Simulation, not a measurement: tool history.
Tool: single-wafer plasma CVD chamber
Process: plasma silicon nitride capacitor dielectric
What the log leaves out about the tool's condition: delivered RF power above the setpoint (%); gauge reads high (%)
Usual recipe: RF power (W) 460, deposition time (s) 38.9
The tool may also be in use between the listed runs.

| run | hour | RF power (W) | deposition time (s) | wafers since the last listed run | hours since the last RF generator calibration | hours since the showerhead was replaced | hours since the gauge calibration | read-back reference wafer on the same gauge, thickness_nm | mean film thickness on the monitor wafer (Å) |
|---|---|---|---|---|---|---|---|---|---|
| 1 | 0.0 | 390 | 43.9 | 0 | 86.9 | 6629.3 | 243.6 | 44.294 | 574.86 |
| 2 | 94.6 | 430 | 43.6 | 2256 | 181.5 | 6723.9 | 338.2 | 44.326 | 578.69 |
| 3 | 143.6 | 430 | 43.6 | 1168 | 230.5 | 6772.9 | 387.2 | 44.336 | 582.93 |
| 4 | 241.1 | 430 | 43.6 | 2325 | 328.0 | 6870.4 | 484.7 | 44.317 | 581.62 |
| 5 | 293.5 | 460 | 38.9 | 1250 | 380.4 | 6922.8 | 537.1 | 44.247 | 530.82 |
| 6 | 341.5 | 460 | 38.9 | 1145 | 428.4 | 6970.8 | 585.1 | 44.254 | 528.48 |
| 7 | 396.4 | 460 | 38.9 | 1309 | 483.3 | 7025.7 | 640.0 | 44.237 | 525.90 |
| 8 | 444.0 | 415 | 34.3 | 1135 | 530.9 | 7073.3 | 687.6 | 44.309 | 451.96 |
| 9 | 511.9 | 460 | 38.9 | 1619 | 598.8 | 7141.2 | 755.5 | 44.320 | 523.14 |
| 10 | 580.7 | 460 | 38.9 | 1641 | 667.6 | 7210.0 | 824.3 | 44.313 | 525.12 |
| 11 | 654.6 | 460 | 38.9 | 1762 | 741.5 | 7283.9 | 898.2 | 44.253 | 522.71 |
| 12 | 759.0 | 460 | 36.1 | 2490 | 845.9 | 7388.3 | 1002.6 | 44.288 | 481.59 |
| 13 | 821.5 | 460 | 38.9 | 1491 | 908.4 | 7450.8 | 1065.1 | 44.287 | 521.47 |
| 14 | 927.0 | 390 | 38.9 | 2516 | 1013.9 | 7556.3 | 1170.6 | 44.322 | 503.56 |
| 15 | 981.6 | 390 | 38.9 | 1302 | 1068.5 | 7610.9 | 1225.2 | 44.326 | 498.56 |
|  | 997.5 | RF generator calibrated |
| 16 | 1065.2 | 390 | 38.9 | 1803 | 67.7 | 7694.5 | 1308.8 | 44.332 | 509.09 |
|  | 1107.9 | gauge calibrated |
| 17 | 1149.3 | 460 | 38.9 | 2006 | 151.8 | 7778.6 | 41.4 | 44.278 | 527.44 |
| 18 | 1208.2 | 460 | 31.4 | 1405 | 210.7 | 7837.5 | 100.3 | 44.314 | 427.30 |
| 19 | 1300.8 | 460 | 43.4 | 2209 | 303.3 | 7930.1 | 192.9 | 44.269 | 587.78 |
| 20 | 1368.8 | 460 | 38.9 | 1622 | 371.3 | 7998.1 | 260.9 | 44.311 | 528.06 |
| 21 | 1463.8 | 420 | 35.0 | 2266 | 466.3 | 8093.1 | 355.9 | 44.314 | 463.53 |
| 22 | 1570.7 | 515 | 34.6 | 2550 | 573.2 | 8200.0 | 462.8 | 44.317 | 475.34 |
| 23 | 1616.9 | 460 | 38.9 | 1102 | 619.4 | 8246.2 | 509.0 | 44.305 | 526.16 |
| 24 | 1694.2 | 460 | 38.9 | 1844 | 696.7 | 8323.5 | 586.3 | 44.300 | 528.16 |
| 25 | 1781.8 | 505 | 45.6 | 2089 | 784.3 | 8411.1 | 673.9 | 44.276 | 628.96 |
| 26 | 1996.8 | 380 | 43.9 | 5129 | 999.3 | 8626.1 | 888.9 | 44.267 | 563.03 |
|  | 2052.3 | showerhead replaced |
| 27 | 2083.5 | 540 | 38.9 | 1877 | 1086.0 | 31.2 | 975.6 | 44.273 | 541.08 |
| 28 | 2157.2 | 460 | 38.9 | 1758 | 1159.7 | 104.9 | 1049.3 | 44.311 | 518.24 |
| 29 | 2228.3 | 460 | 38.9 | 1696 | 1230.8 | 176.0 | 1120.4 | 44.291 | 516.67 |
|  | 2248.7 | RF generator calibrated |
| 30 | 2310.9 | 395 | 46.1 | 1779 | 62.2 | 258.6 | 1203.0 | 44.294 | 602.43 |
| 31 | 2369.1 | 460 | 42.2 | 1388 | 120.4 | 316.8 | 1261.2 | 44.301 | 566.30 |
| 32 | 2454.1 | 420 | 31.7 | 2027 | 205.4 | 401.8 | 1346.2 | 44.267 | 419.49 |
| 33 | 2521.6 | 460 | 38.9 | 1610 | 272.9 | 469.3 | 1413.7 | 44.313 | 523.80 |
| 34 | 2593.9 | 430 | 43.6 | 1724 | 345.2 | 541.6 | 1486.0 | 44.249 | 580.92 |
| 35 | 2635.9 | 460 | 46.5 | 1001 | 387.2 | 583.6 | 1528.0 | 44.284 | 626.89 |

Consider 4 possible next runs. They are alternatives, not a sequence: every one starts from the tool as it was left by run 35. What does each give?
| A | 2636.3 | 405 | 38.9 | 9 | 387.6 | 584.0 | 1528.4 | ? | ? |
| B | 2636.3 | 400 | 35.3 | 9 | 387.6 | 584.0 | 1528.4 | ? | ? |
| C | 2636.3 | 395 | 34.1 | 9 | 387.6 | 584.0 | 1528.4 | ? | ? |
| D | 2636.3 | 530 | 38.9 | 9 | 387.6 | 584.0 | 1528.4 | ? | ? |

| run | read-back reference wafer on the same gauge, thickness_nm | mean film thickness on the monitor wafer (Å) |
|---|---|---|
| A | 44.303 | 512.48 |
| B | 44.303 | 463.79 |
| C | 44.303 | 446.79 |
| D | 44.303 | 544.77 |
With the hidden condition removed and each run's random variation left untouched, the same runs would have given:
| run | mean film thickness on the monitor wafer (Å) |
|---|---|
| A | 514.30 |
| B | 465.43 |
| C | 448.37 |
| D | 546.70 |
